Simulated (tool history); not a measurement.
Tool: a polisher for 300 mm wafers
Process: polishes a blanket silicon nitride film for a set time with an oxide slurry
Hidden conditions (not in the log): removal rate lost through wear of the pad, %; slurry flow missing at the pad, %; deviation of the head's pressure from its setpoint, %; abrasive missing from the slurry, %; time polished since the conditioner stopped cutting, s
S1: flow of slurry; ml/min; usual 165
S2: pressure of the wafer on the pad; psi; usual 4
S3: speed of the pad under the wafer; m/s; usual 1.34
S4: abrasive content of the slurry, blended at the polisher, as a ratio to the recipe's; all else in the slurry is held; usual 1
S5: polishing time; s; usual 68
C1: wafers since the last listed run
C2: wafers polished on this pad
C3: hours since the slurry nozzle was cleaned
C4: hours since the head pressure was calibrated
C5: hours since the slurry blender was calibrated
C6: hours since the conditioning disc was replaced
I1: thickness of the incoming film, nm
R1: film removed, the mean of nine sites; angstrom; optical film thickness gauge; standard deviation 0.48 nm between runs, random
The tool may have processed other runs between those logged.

run	hour	S1	S2	S3	S4	S5	C1	C2	C3	C4	C5	C6	I1	R1
1	0	165	3.2	1.34	1	77	0	2133	170.1	750	324.4	23.6	529.7	596
# hour 48.9: worn pad replaced by a new one
2	83.7	165	4	1.34	1	68	614	268	253.8	833.7	408.1	107.3	539.1	649
3	139.6	165	4	1.34	1	68	431	699	309.7	889.6	464	163.2	532.5	646
# hour 198: slurry nozzle cleaned
# hour 222.6: slurry blender recalibrated
4	242.2	165	4	1.34	1	68	768	1467	44.2	992.2	19.6	265.8	533.9	641
# hour 312.7: conditioning disc replaced and pad reconditioned
5	315.3	165	4.3	1.34	1	68	548	2016	117.3	1065.3	92.7	2.6	533.9	686
# hour 333.2: worn pad replaced by a new one
6	357.4	165	4.3	1.34	1	68	293	186	159.4	1107.4	134.8	44.7	519.8	697
# hour 521: slurry nozzle cleaned
# hour 605.6: conditioning disc replaced and pad reconditioned
7	606.1	195	4	1.34	1	68	1895	2081	85.1	1356.1	383.5	0.5	523.3	657
# hour 636.5: slurry blender recalibrated
# hour 644.3: worn pad replaced by a new one
8	644.8	195	4	1.34	1	68	252	3	123.8	1394.8	8.3	39.2	520.6	663
# hour 681.4: head pressure recalibrated
9	720.5	195	4	1.34	1	68	568	572	199.5	39.1	84	114.9	529.3	657
10	782.8	165	4	1.34	1	68	480	1052	261.8	101.4	146.3	177.2	535.6	640
# hour 868.1: slurry nozzle cleaned
11	870	135	4.4	1.34	1.3	83	664	1717	1.9	188.6	233.5	264.4	530	1008
# hour 912.9: worn pad replaced by a new one
# hour 915.4: conditioning disc replaced and pad reconditioned
12	975.1	130	4	1.34	1	68	764	464	107	293.7	338.6	59.7	537.1	627
13	1035.7	135	4	1.34	0.9	68	467	931	167.6	354.3	399.2	120.3	534.6	587
# hour 1092.5: slurry blender recalibrated
14	1131	125	4.7	1.06	1	68	719	1651	262.9	449.6	38.5	215.6	539.1	617
# hour 1228.5: slurry nozzle cleaned
# hour 1231: worn pad replaced by a new one
15	1236.5	105	4	0.94	1.15	68	786	42	8	555.1	144	321.1	539	512
# hour 1293.9: conditioning disc replaced and pad reconditioned
16	1322.9	165	4	1.34	0.9	68	650	693	94.4	641.5	230.4	29	526	594
17	1365.8	165	4	1.34	1	68	330	1023	137.3	684.4	273.3	71.9	537	644
18	1446.4	225	4	1.2	1.25	48	621	1645	217.9	765	353.9	152.5	529.3	500

Branching from run 18: 3 alternative next runs. What would each branch give?
A	1446.8	165	4	1.34	1	68	3	1648	218.3	765.4	354.3	152.9	524.5	?
B	1446.8	165	4.7	1.34	0.9	53	3	1648	218.3	765.4	354.3	152.9	524.5	?
C	1446.8	165	5.3	1.34	0.75	90	3	1648	218.3	765.4	354.3	152.9	524.5	?

run	R1
A	652
B	548
C	874
Take away the tool's hidden state, keep each run's random variation, and the runs would have read:
run	R1
A	652
B	548
C	874
